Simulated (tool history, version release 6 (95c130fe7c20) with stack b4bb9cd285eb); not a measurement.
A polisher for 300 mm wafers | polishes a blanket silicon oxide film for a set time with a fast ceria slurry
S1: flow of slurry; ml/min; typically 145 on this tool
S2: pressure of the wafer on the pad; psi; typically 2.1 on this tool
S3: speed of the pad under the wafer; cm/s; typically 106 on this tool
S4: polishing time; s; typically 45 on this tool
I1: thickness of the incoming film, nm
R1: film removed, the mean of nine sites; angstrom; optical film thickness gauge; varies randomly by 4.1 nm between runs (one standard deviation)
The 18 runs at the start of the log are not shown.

run    hour   S1   S2   S3  S4      I1    R1
 19  1115.0  165  2.5  106  50  2289.2  6759
 20  1159.3  145  2.1  106  33  2282.6  3915
 21  1228.2  145  1.4   70  36  2290.7  2666
 22  1266.3  145  2.1  106  45  2302.5  5161
 23  1329.8  185  1.5  106  60  2262.8  5823
     1350.1  -- slurry nozzle cleaned
     1388.8  -- worn pad replaced by a new one
 24  1507.9  145  2.1  106  45  2283.3  5481
 25  1561.2  170  2.1  130  37  2284.8  5229
 26  1618.8  115  2.8  106  45  2291.7  6130
     1623.5  -- head pressure recalibrated
 27  1656.4  145  2.1  106  38  2266.5  4497
 28  1693.3  145  2.1  106  50  2273.5  5813
 29  1757.3  190  2.1  144  45  2336.1  6693
 30  1828.6  145  2.1   68  45  2283.1  3928
     1853.1  -- worn pad replaced by a new one
 31  1893.1  145  2.1  134  34  2295.7  4840
 32  1918.9  145  2.1  106  45  2328.4  5513
     1966.3  -- slurry nozzle cleaned
 33  1983.9  145  2.1  106  45  2280.2  5498
 34  2040.1  180  2.1   72  53  2284.6  5356
 35  2103.5  100  2.1  106  45  2317.8  4845
 36  2172.4  145  2.1  138  37  2268.8  5156

Each row is a separate what-if for the run after 36, all from the same tool condition, not one after another. Results?
  A  2172.8  145  2.1  106  45  2285.8   ?
  B  2172.8  185  1.4  106  45  2285.8   ?
  C  2172.8  125  2.1  106  34  2285.8   ?
  D  2172.8  170  2.1  106  45  2285.8   ?
  E  2172.8  175  1.6  118  60  2285.8   ?

run    R1
  A  5299
  B  4442
  C  3863
  D  5467
  E  6720
Without the tool's unlogged condition, the same runs would have read:
run    R1
  A  5560
  B  4660
  C  4053
  D  5736
  E  7050
